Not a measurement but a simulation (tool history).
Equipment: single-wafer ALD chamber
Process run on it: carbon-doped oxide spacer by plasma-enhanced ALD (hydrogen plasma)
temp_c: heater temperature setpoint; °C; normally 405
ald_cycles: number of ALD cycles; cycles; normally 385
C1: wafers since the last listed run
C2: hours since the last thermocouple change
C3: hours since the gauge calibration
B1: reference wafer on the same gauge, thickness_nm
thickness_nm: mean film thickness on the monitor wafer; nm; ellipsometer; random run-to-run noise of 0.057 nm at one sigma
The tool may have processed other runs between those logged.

run 1 hour=0.0 | temp_c=398 ald_cycles=385 | C1=0 C2=1152.2 C3=858.6 | B1=17.793 | thickness_nm=17.386
run 2 hour=29.6 | temp_c=405 ald_cycles=385 | C1=37 C2=1181.8 C3=888.2 | B1=17.807 | thickness_nm=16.893
run 3 hour=58.6 | temp_c=405 ald_cycles=385 | C1=36 C2=1210.8 C3=917.2 | B1=17.803 | thickness_nm=16.870
run 4 hour=94.3 | temp_c=405 ald_cycles=385 | C1=45 C2=1246.5 C3=952.9 | B1=17.781 | thickness_nm=16.922
run 5 hour=118.6 | temp_c=405 ald_cycles=324 | C1=30 C2=1270.8 C3=977.2 | B1=17.788 | thickness_nm=14.223
run 6 hour=142.4 | temp_c=405 ald_cycles=324 | C1=30 C2=1294.6 C3=1001.0 | B1=17.801 | thickness_nm=14.157
run 7 hour=165.0 | temp_c=405 ald_cycles=385 | C1=28 C2=1317.2 C3=1023.6 | B1=17.791 | thickness_nm=16.844
run 8 hour=197.6 | temp_c=405 ald_cycles=385 | C1=41 C2=1349.8 C3=1056.2 | B1=17.811 | thickness_nm=16.929
run 9 hour=227.9 | temp_c=408 ald_cycles=385 | C1=38 C2=1380.1 C3=1086.5 | B1=17.798 | thickness_nm=16.691
run 10 hour=254.7 | temp_c=408 ald_cycles=385 | C1=34 C2=1406.9 C3=1113.3 | B1=17.800 | thickness_nm=16.672
run 11 hour=281.6 | temp_c=408 ald_cycles=385 | C1=34 C2=1433.8 C3=1140.2 | B1=17.810 | thickness_nm=16.641
run 12 hour=301.9 | temp_c=405 ald_cycles=385 | C1=25 C2=1454.1 C3=1160.5 | B1=17.797 | thickness_nm=16.772
run 13 hour=319.3 | temp_c=405 ald_cycles=385 | C1=22 C2=1471.5 C3=1177.9 | B1=17.820 | thickness_nm=16.807
run 14 hour=351.2 | temp_c=405 ald_cycles=385 | C1=40 C2=1503.4 C3=1209.8 | B1=17.805 | thickness_nm=16.864
-- hour=366.6 gauge calibrated
run 15 hour=386.7 | temp_c=401 ald_cycles=436 | C1=45 C2=1538.9 C3=20.1 | B1=17.796 | thickness_nm=19.238
run 16 hour=411.1 | temp_c=401 ald_cycles=436 | C1=31 C2=1563.3 C3=44.5 | B1=17.803 | thickness_nm=19.283
run 17 hour=430.9 | temp_c=401 ald_cycles=436 | C1=25 C2=1583.1 C3=64.3 | B1=17.821 | thickness_nm=19.263
run 18 hour=454.7 | temp_c=405 ald_cycles=385 | C1=30 C2=1606.9 C3=88.1 | B1=17.811 | thickness_nm=16.773
-- hour=490.3 thermocouple changed; heater temperature recalibrated
run 19 hour=490.8 | temp_c=405 ald_cycles=385 | C1=35 C2=0.5 C3=124.2 | B1=17.800 | thickness_nm=17.224
run 20 hour=508.4 | temp_c=394 ald_cycles=385 | C1=22 C2=18.1 C3=141.8 | B1=17.774 | thickness_nm=17.393
run 21 hour=538.6 | temp_c=412 ald_cycles=448 | C1=38 C2=48.3 C3=172.0 | B1=17.788 | thickness_nm=19.603
run 22 hour=564.8 | temp_c=395 ald_cycles=345 | C1=33 C2=74.5 C3=198.2 | B1=17.787 | thickness_nm=15.674
run 23 hour=595.5 | temp_c=396 ald_cycles=385 | C1=39 C2=105.2 C3=228.9 | B1=17.816 | thickness_nm=17.466
run 24 hour=631.3 | temp_c=395 ald_cycles=385 | C1=45 C2=141.0 C3=264.7 | B1=17.809 | thickness_nm=17.446
run 25 hour=661.2 | temp_c=405 ald_cycles=385 | C1=38 C2=170.9 C3=294.6 | B1=17.809 | thickness_nm=17.270
run 26 hour=683.5 | temp_c=405 ald_cycles=336 | C1=28 C2=193.2 C3=316.9 | B1=17.812 | thickness_nm=15.122
run 27 hour=710.4 | temp_c=401 ald_cycles=452 | C1=34 C2=220.1 C3=343.8 | B1=17.805 | thickness_nm=20.445
run 28 hour=737.0 | temp_c=393 ald_cycles=423 | C1=33 C2=246.7 C3=370.4 | B1=17.801 | thickness_nm=19.187
run 29 hour=770.6 | temp_c=405 ald_cycles=385 | C1=42 C2=280.3 C3=404.0 | B1=17.796 | thickness_nm=17.227
run 30 hour=793.6 | temp_c=393 ald_cycles=352 | C1=29 C2=303.3 C3=427.0 | B1=17.806 | thickness_nm=15.909
run 31 hour=883.9 | temp_c=414 ald_cycles=445 | C1=115 C2=393.6 C3=517.3 | B1=17.780 | thickness_nm=19.328
run 32 hour=950.4 | temp_c=394 ald_cycles=327 | C1=84 C2=460.1 C3=583.8 | B1=17.786 | thickness_nm=14.837
run 33 hour=965.4 | temp_c=405 ald_cycles=385 | C1=19 C2=475.1 C3=598.8 | B1=17.798 | thickness_nm=17.173
run 34 hour=988.8 | temp_c=390 ald_cycles=425 | C1=29 C2=498.5 C3=622.2 | B1=17.805 | thickness_nm=19.280
run 35 hour=1049.4 | temp_c=398 ald_cycles=309 | C1=77 C2=559.1 C3=682.8 | B1=17.814 | thickness_nm=14.018
run 36 hour=1062.9 | temp_c=405 ald_cycles=362 | C1=17 C2=572.6 C3=696.3 | B1=17.812 | thickness_nm=16.146
run 37 hour=1087.6 | temp_c=405 ald_cycles=385 | C1=31 C2=597.3 C3=721.0 | B1=17.816 | thickness_nm=17.166
run 38 hour=1121.0 | temp_c=413 ald_cycles=329 | C1=42 C2=630.7 C3=754.4 | B1=17.796 | thickness_nm=14.281
run 39 hour=1152.1 | temp_c=409 ald_cycles=364 | C1=39 C2=661.8 C3=785.5 | B1=17.785 | thickness_nm=15.911
run 40 hour=1165.9 | temp_c=391 ald_cycles=433 | C1=17 C2=675.6 C3=799.3 | B1=17.802 | thickness_nm=19.705

Here are 5 independent what-if runs from the current tool condition. What would each one return?
run A hour=1166.9 | temp_c=405 ald_cycles=385 | C1=1 C2=676.6 C3=800.3 | B1=? | thickness_nm=?
run B hour=1166.9 | temp_c=418 ald_cycles=385 | C1=1 C2=676.6 C3=800.3 | B1=? | thickness_nm=?
run C hour=1166.9 | temp_c=405 ald_cycles=415 | C1=1 C2=676.6 C3=800.3 | B1=? | thickness_nm=?
run D hour=1166.9 | temp_c=416 ald_cycles=385 | C1=1 C2=676.6 C3=800.3 | B1=? | thickness_nm=?
run E hour=1166.9 | temp_c=399 ald_cycles=385 | C1=1 C2=676.6 C3=800.3 | B1=? | thickness_nm=?

run=A B1=17.795 thickness_nm=17.117
run=B B1=17.795 thickness_nm=16.367
run=C B1=17.795 thickness_nm=18.450
run=D B1=17.795 thickness_nm=16.482
run=E B1=17.795 thickness_nm=17.452
Take away the tool's hidden state, keep each run's random variation, and the runs would have read:
run=A thickness_nm=17.190
run=B thickness_nm=16.440
run=C thickness_nm=18.530
run=D thickness_nm=16.556
run=E thickness_nm=17.452
